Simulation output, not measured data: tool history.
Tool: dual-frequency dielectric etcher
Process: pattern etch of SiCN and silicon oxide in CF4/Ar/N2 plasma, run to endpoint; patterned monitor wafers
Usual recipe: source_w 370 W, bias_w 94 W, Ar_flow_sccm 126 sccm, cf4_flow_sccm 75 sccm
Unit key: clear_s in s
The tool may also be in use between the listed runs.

run,hour,source_w,bias_w,Ar_flow_sccm,cf4_flow_sccm,"incoming incoming film thickness, nm",clear_s
1,0.0,370,94,126,75,15.85,24.4
2,14.4,370,94,126,75,16.01,24.6
3,30.2,370,94,126,75,15.94,24.4
4,45.4,370,94,126,65,15.95,24.8
5,55.3,370,94,126,75,16.01,24.5
6,72.4,320,94,126,75,15.98,29.0
# hour 89.0: bias power generator calibrated
# hour 107.7: CF4 flow controller replaced
# hour 111.4: wet clean of the chamber
7,111.9,320,94,126,75,15.96,27.5
8,112.2,320,94,126,75,16.04,27.7
9,112.5,370,94,126,85,15.88,23.1
10,113.0,370,94,126,75,15.91,23.5
# hour 120.1: source power generator calibrated
11,138.9,460,84,126,75,16.01,19.6
12,150.8,440,115,149,66,16.07,18.5
# hour 166.7: Ar flow controller replaced
# hour 181.6: upper electrode replaced
13,182.1,370,111,155,75,16.04,22.4
14,183.6,370,106,126,91,16.09,22.1
15,200.4,300,94,112,75,15.97,29.7
16,217.0,370,106,108,75,15.87,21.9
17,226.3,320,94,116,87,15.94,27.0
18,241.6,370,94,126,75,16.03,24.2

Consider 4 possible next runs. They are alternatives, not a sequence: every one starts from the tool as it was left by run 18. What does each give?
A,242.0,370,94,126,75,15.85,?
B,242.0,370,94,115,84,15.85,?
C,242.0,370,103,126,75,15.85,?
D,242.0,370,94,126,62,15.85,?

run,clear_s
A,23.7
B,23.1
C,22.8
D,24.3
With no hidden state in the tool, these same runs would have given:
run,clear_s
A,23.5
B,22.9
C,22.5
D,24.0
